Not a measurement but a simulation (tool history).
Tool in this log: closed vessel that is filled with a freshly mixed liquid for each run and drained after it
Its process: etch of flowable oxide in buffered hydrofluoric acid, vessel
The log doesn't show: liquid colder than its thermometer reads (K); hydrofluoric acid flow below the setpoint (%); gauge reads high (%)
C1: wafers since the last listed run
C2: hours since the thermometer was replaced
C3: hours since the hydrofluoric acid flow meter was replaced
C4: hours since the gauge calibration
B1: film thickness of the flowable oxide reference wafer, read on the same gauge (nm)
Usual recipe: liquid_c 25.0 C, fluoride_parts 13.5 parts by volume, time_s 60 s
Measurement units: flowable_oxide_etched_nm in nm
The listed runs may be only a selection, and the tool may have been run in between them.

{"run": 1, "day": 0.0, "liquid_c": 25.0, "fluoride_parts": 13.5, "time_s": 60, "C1": 0, "C2": 2430.3, "C3": 1332.1, "C4": 557.7, "B1": 90.03, "flowable_oxide_etched_nm": 234.61}
{"run": 2, "day": 0.388, "liquid_c": 25.0, "fluoride_parts": 13.5, "time_s": 60, "C1": 1269, "C2": 2439.6, "C3": 1341.4, "C4": 567.0, "B1": 89.97, "flowable_oxide_etched_nm": 236.25}
{"run": 3, "day": 1.042, "liquid_c": 25.0, "fluoride_parts": 11.0, "time_s": 60, "C1": 2142, "C2": 2455.3, "C3": 1357.1, "C4": 582.7, "B1": 90.03, "flowable_oxide_etched_nm": 288.03}
{"day": 1.621, "done": "thermometer replaced"}
{"run": 4, "day": 1.642, "liquid_c": 25.0, "fluoride_parts": 11.0, "time_s": 60, "C1": 1828, "C2": 0.5, "C3": 1371.5, "C4": 597.1, "B1": 90.02, "flowable_oxide_etched_nm": 288.12}
{"run": 5, "day": 2.446, "liquid_c": 25.0, "fluoride_parts": 11.0, "time_s": 60, "C1": 2633, "C2": 19.8, "C3": 1390.8, "C4": 616.4, "B1": 90.01, "flowable_oxide_etched_nm": 290.37}
{"day": 2.633, "done": "hydrofluoric acid flow meter replaced"}
{"day": 2.912, "done": "gauge calibrated"}
{"run": 6, "day": 2.967, "liquid_c": 25.0, "fluoride_parts": 13.5, "time_s": 60, "C1": 1569, "C2": 32.3, "C3": 8.0, "C4": 1.3, "B1": 89.99, "flowable_oxide_etched_nm": 236.93}
{"run": 7, "day": 3.596, "liquid_c": 25.0, "fluoride_parts": 13.5, "time_s": 60, "C1": 2060, "C2": 47.4, "C3": 23.1, "C4": 16.4, "B1": 90.0, "flowable_oxide_etched_nm": 235.49}
{"run": 8, "day": 4.242, "liquid_c": 25.0, "fluoride_parts": 13.5, "time_s": 60, "C1": 2115, "C2": 62.9, "C3": 38.6, "C4": 31.9, "B1": 89.99, "flowable_oxide_etched_nm": 236.28}
{"run": 9, "day": 4.667, "liquid_c": 25.0, "fluoride_parts": 13.5, "time_s": 60, "C1": 1391, "C2": 73.1, "C3": 48.8, "C4": 42.1, "B1": 90.01, "flowable_oxide_etched_nm": 236.25}
{"run": 10, "day": 5.217, "liquid_c": 25.0, "fluoride_parts": 13.5, "time_s": 60, "C1": 1801, "C2": 86.3, "C3": 62.0, "C4": 55.3, "B1": 89.98, "flowable_oxide_etched_nm": 235.18}
{"run": 11, "day": 5.554, "liquid_c": 21.0, "fluoride_parts": 18.0, "time_s": 60, "C1": 1105, "C2": 94.4, "C3": 70.1, "C4": 63.4, "B1": 89.99, "flowable_oxide_etched_nm": 142.85}
{"run": 12, "day": 6.3, "liquid_c": 27.0, "fluoride_parts": 13.5, "time_s": 60, "C1": 2442, "C2": 112.3, "C3": 88.0, "C4": 81.3, "B1": 90.02, "flowable_oxide_etched_nm": 262.29}
{"run": 13, "day": 6.588, "liquid_c": 23.5, "fluoride_parts": 8.5, "time_s": 60, "C1": 941, "C2": 119.2, "C3": 94.9, "C4": 88.2, "B1": 90.02, "flowable_oxide_etched_nm": 330.07}
{"run": 14, "day": 7.058, "liquid_c": 25.0, "fluoride_parts": 17.0, "time_s": 95, "C1": 1542, "C2": 130.5, "C3": 106.2, "C4": 99.5, "B1": 89.98, "flowable_oxide_etched_nm": 299.35}
{"run": 15, "day": 7.425, "liquid_c": 25.0, "fluoride_parts": 9.0, "time_s": 60, "C1": 1200, "C2": 139.3, "C3": 115.0, "C4": 108.3, "B1": 90.01, "flowable_oxide_etched_nm": 336.5}
{"run": 16, "day": 7.775, "liquid_c": 20.0, "fluoride_parts": 15.5, "time_s": 40, "C1": 1146, "C2": 147.7, "C3": 123.4, "C4": 116.7, "B1": 90.0, "flowable_oxide_etched_nm": 104.56}
{"run": 17, "day": 8.079, "liquid_c": 27.5, "fluoride_parts": 16.0, "time_s": 30, "C1": 996, "C2": 155.0, "C3": 130.7, "C4": 124.0, "B1": 90.01, "flowable_oxide_etched_nm": 114.02}
{"run": 18, "day": 8.392, "liquid_c": 25.0, "fluoride_parts": 11.5, "time_s": 40, "C1": 1023, "C2": 162.5, "C3": 138.2, "C4": 131.5, "B1": 90.0, "flowable_oxide_etched_nm": 184.44}
{"run": 19, "day": 8.883, "liquid_c": 28.0, "fluoride_parts": 16.5, "time_s": 60, "C1": 1610, "C2": 174.3, "C3": 150.0, "C4": 143.3, "B1": 90.0, "flowable_oxide_etched_nm": 227.36}
{"run": 20, "day": 9.379, "liquid_c": 25.0, "fluoride_parts": 13.5, "time_s": 60, "C1": 1623, "C2": 186.2, "C3": 161.9, "C4": 155.2, "B1": 89.99, "flowable_oxide_etched_nm": 236.05}
{"run": 21, "day": 9.75, "liquid_c": 25.0, "fluoride_parts": 13.5, "time_s": 90, "C1": 1214, "C2": 195.1, "C3": 170.8, "C4": 164.1, "B1": 89.99, "flowable_oxide_etched_nm": 355.03}
{"run": 22, "day": 10.379, "liquid_c": 21.0, "fluoride_parts": 13.5, "time_s": 35, "C1": 2060, "C2": 210.2, "C3": 185.9, "C4": 179.2, "B1": 90.02, "flowable_oxide_etched_nm": 109.62}
{"run": 23, "day": 10.633, "liquid_c": 25.0, "fluoride_parts": 13.5, "time_s": 60, "C1": 832, "C2": 216.3, "C3": 192.0, "C4": 185.3, "B1": 90.04, "flowable_oxide_etched_nm": 234.9}
{"run": 24, "day": 11.175, "liquid_c": 25.0, "fluoride_parts": 13.5, "time_s": 80, "C1": 1774, "C2": 229.3, "C3": 205.0, "C4": 198.3, "B1": 89.98, "flowable_oxide_etched_nm": 314.62}
{"run": 25, "day": 11.562, "liquid_c": 25.0, "fluoride_parts": 13.5, "time_s": 60, "C1": 1269, "C2": 238.6, "C3": 214.3, "C4": 207.6, "B1": 89.98, "flowable_oxide_etched_nm": 234.5}
{"run": 26, "day": 12.117, "liquid_c": 25.0, "fluoride_parts": 17.0, "time_s": 60, "C1": 1815, "C2": 251.9, "C3": 227.6, "C4": 220.9, "B1": 90.01, "flowable_oxide_etched_nm": 187.92}
{"run": 27, "day": 12.529, "liquid_c": 23.5, "fluoride_parts": 16.0, "time_s": 45, "C1": 1351, "C2": 261.8, "C3": 237.5, "C4": 230.8, "B1": 89.96, "flowable_oxide_etched_nm": 138.31}
{"run": 28, "day": 13.029, "liquid_c": 21.0, "fluoride_parts": 13.5, "time_s": 60, "C1": 1637, "C2": 273.8, "C3": 249.5, "C4": 242.8, "B1": 89.99, "flowable_oxide_etched_nm": 189.46}
{"run": 29, "day": 13.467, "liquid_c": 25.0, "fluoride_parts": 13.5, "time_s": 60, "C1": 1432, "C2": 284.3, "C3": 260.0, "C4": 253.3, "B1": 90.0, "flowable_oxide_etched_nm": 236.52}
{"run": 30, "day": 13.992, "liquid_c": 25.0, "fluoride_parts": 13.5, "time_s": 60, "C1": 1719, "C2": 296.9, "C3": 272.6, "C4": 265.9, "B1": 90.01, "flowable_oxide_etched_nm": 234.87}
{"run": 31, "day": 14.592, "liquid_c": 28.0, "fluoride_parts": 13.5, "time_s": 60, "C1": 1965, "C2": 311.3, "C3": 287.0, "C4": 280.3, "B1": 89.98, "flowable_oxide_etched_nm": 276.41}
{"run": 32, "day": 15.242, "liquid_c": 25.0, "fluoride_parts": 16.5, "time_s": 60, "C1": 2128, "C2": 326.9, "C3": 302.6, "C4": 295.9, "B1": 89.97, "flowable_oxide_etched_nm": 193.45}

Each row is a separate what-if for the run after 32, all from the same tool condition, not one after another. Results?
{"run": "A", "day": 15.271, "liquid_c": 25.0, "fluoride_parts": 13.5, "time_s": 60, "C1": 95, "C2": 327.6, "C3": 303.3, "C4": 296.6, "B1": "?", "flowable_oxide_etched_nm": "?"}
{"run": "B", "day": 15.271, "liquid_c": 21.0, "fluoride_parts": 16.0, "time_s": 80, "C1": 95, "C2": 327.6, "C3": 303.3, "C4": 296.6, "B1": "?", "flowable_oxide_etched_nm": "?"}
{"run": "C", "day": 15.271, "liquid_c": 25.0, "fluoride_parts": 15.0, "time_s": 60, "C1": 95, "C2": 327.6, "C3": 303.3, "C4": 296.6, "B1": "?", "flowable_oxide_etched_nm": "?"}
{"run": "D", "day": 15.271, "liquid_c": 26.5, "fluoride_parts": 9.0, "time_s": 90, "C1": 95, "C2": 327.6, "C3": 303.3, "C4": 296.6, "B1": "?", "flowable_oxide_etched_nm": "?"}
{"run": "E", "day": 15.271, "liquid_c": 21.5, "fluoride_parts": 10.5, "time_s": 90, "C1": 95, "C2": 327.6, "C3": 303.3, "C4": 296.6, "B1": "?", "flowable_oxide_etched_nm": "?"}

run=A B1=90.01 flowable_oxide_etched_nm=236.45
run=B B1=90.01 flowable_oxide_etched_nm=214.14
run=C B1=90.01 flowable_oxide_etched_nm=213.23
run=D B1=90.01 flowable_oxide_etched_nm=550.71
run=E B1=90.01 flowable_oxide_etched_nm=374.24
Take away the tool's hidden state, keep each run's random variation, and the runs would have read:
run=A flowable_oxide_etched_nm=236.45
run=B flowable_oxide_etched_nm=214.14
run=C flowable_oxide_etched_nm=213.23
run=D flowable_oxide_etched_nm=550.71
run=E flowable_oxide_etched_nm=374.24

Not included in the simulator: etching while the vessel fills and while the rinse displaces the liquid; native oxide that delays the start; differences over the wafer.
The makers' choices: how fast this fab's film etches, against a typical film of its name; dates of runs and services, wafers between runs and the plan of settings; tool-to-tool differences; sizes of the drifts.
